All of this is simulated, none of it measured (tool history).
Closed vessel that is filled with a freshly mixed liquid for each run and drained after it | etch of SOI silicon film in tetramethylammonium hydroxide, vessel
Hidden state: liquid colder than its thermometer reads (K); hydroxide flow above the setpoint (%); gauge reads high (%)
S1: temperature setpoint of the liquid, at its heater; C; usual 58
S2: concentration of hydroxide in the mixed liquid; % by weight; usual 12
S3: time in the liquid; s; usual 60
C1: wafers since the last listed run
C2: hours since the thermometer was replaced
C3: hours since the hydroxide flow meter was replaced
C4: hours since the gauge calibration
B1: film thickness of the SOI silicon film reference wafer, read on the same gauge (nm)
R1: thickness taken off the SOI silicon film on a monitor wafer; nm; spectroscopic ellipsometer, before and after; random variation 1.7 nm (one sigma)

run	hour	S1	S2	S3	C1	C2	C3	C4	B1	R1
1	0	58	12	60	0	1233.3	844.4	302.8	80.04	165.17
2	16.2	58	14.5	60	1897	1249.5	860.6	319	80.02	150.89
3	29.5	58	14.5	60	1557	1262.8	873.9	332.3	80.03	147.55
4	39.7	58	12	60	1194	1273	884.1	342.5	79.99	162.47
5	53.1	58	12	60	1569	1286.4	897.5	355.9	80	161.4
6	61	58	12	60	925	1294.3	905.4	363.8	80.01	162.79
7	70.4	58	12	60	1100	1303.7	914.8	373.2	80	163.45
8	85.7	58	12	60	1791	1319	930.1	388.5	80.01	160.79
9	96.1	58	12	60	1217	1329.4	940.5	398.9	80	160.17
10	111.5	58	12	60	1803	1344.8	955.9	414.3	80.01	162.22
11	142.7	58	12	60	3653	1376	987.1	445.5	79.98	160.97
12	160.6	58	12	60	2096	1393.9	1005	463.4	79.99	157.64
13	168.4	58	12	60	913	1401.7	1012.8	471.2	80.02	161.44
# hour 172.1: thermometer replaced
# hour 176.1: gauge calibrated
# hour 179: hydroxide flow meter replaced
14	185.3	58	12	60	1745	13.2	6.3	9.2	80.02	188.56
15	191.4	58	12	60	714	19.3	12.4	15.3	79.99	187.15
16	200.6	58	12	60	1077	28.5	21.6	24.5	80.02	189.48
17	212.3	51.5	13	60	1370	40.2	33.3	36.2	79.99	119.63
18	225.5	58	12	45	1545	53.4	46.5	49.4	80	142.13
19	241.3	58	12	60	1850	69.2	62.3	65.2	80.01	187.11
20	259	65	12	70	2072	86.9	80	82.9	80	333.64
21	272.6	53.5	9.5	75	1592	100.5	93.6	96.5	80	187.96
22	284.7	58	12	30	1417	112.6	105.7	108.6	80.01	93.8
23	302.1	58	13	90	2037	130	123.1	126	80.03	267.84
24	318.6	52.5	12	60	1932	146.5	139.6	142.5	80.01	132.07
25	326	65.5	13.5	50	866	153.9	147	149.9	80	232.82
26	339.2	58	12	60	1545	167.1	160.2	163.1	79.97	188.33
27	345.2	62	12	85	702	173.1	166.2	169.1	80.03	334.74
28	359.8	61.5	10	70	1709	187.7	180.8	183.7	79.99	285.64
29	374.9	58	9.5	70	1768	202.8	195.9	198.8	80.01	234.38
30	381.9	55	15	60	819	209.8	202.9	205.8	80.04	135.68
31	398.7	65.5	9.5	75	1967	226.6	219.7	222.6	79.98	397.83
32	410.8	60	14	85	1417	238.7	231.8	234.7	79.99	273.09
33	419.9	58	12	50	1065	247.8	240.9	243.8	80.01	152.73
34	432.3	52.5	12	60	1452	260.2	253.3	256.2	80.01	129.14

Forecast each of these 4 alternatives for the next run:
A	433	58	15.5	60	81	260.9	254	256.9	?	?
B	433	60.5	9	60	81	260.9	254	256.9	?	?
C	433	65.5	12	90	81	260.9	254	256.9	?	?
D	433	61	10.5	60	81	260.9	254	256.9	?	?

run	B1	R1
A	80.01	162.94
B	80.01	238.85
C	80.01	437.61
D	80.01	232.68
Without the tool's hidden state the same runs would have given:
run	R1
A	168.21
B	246.39
C	451.02
D	240.01
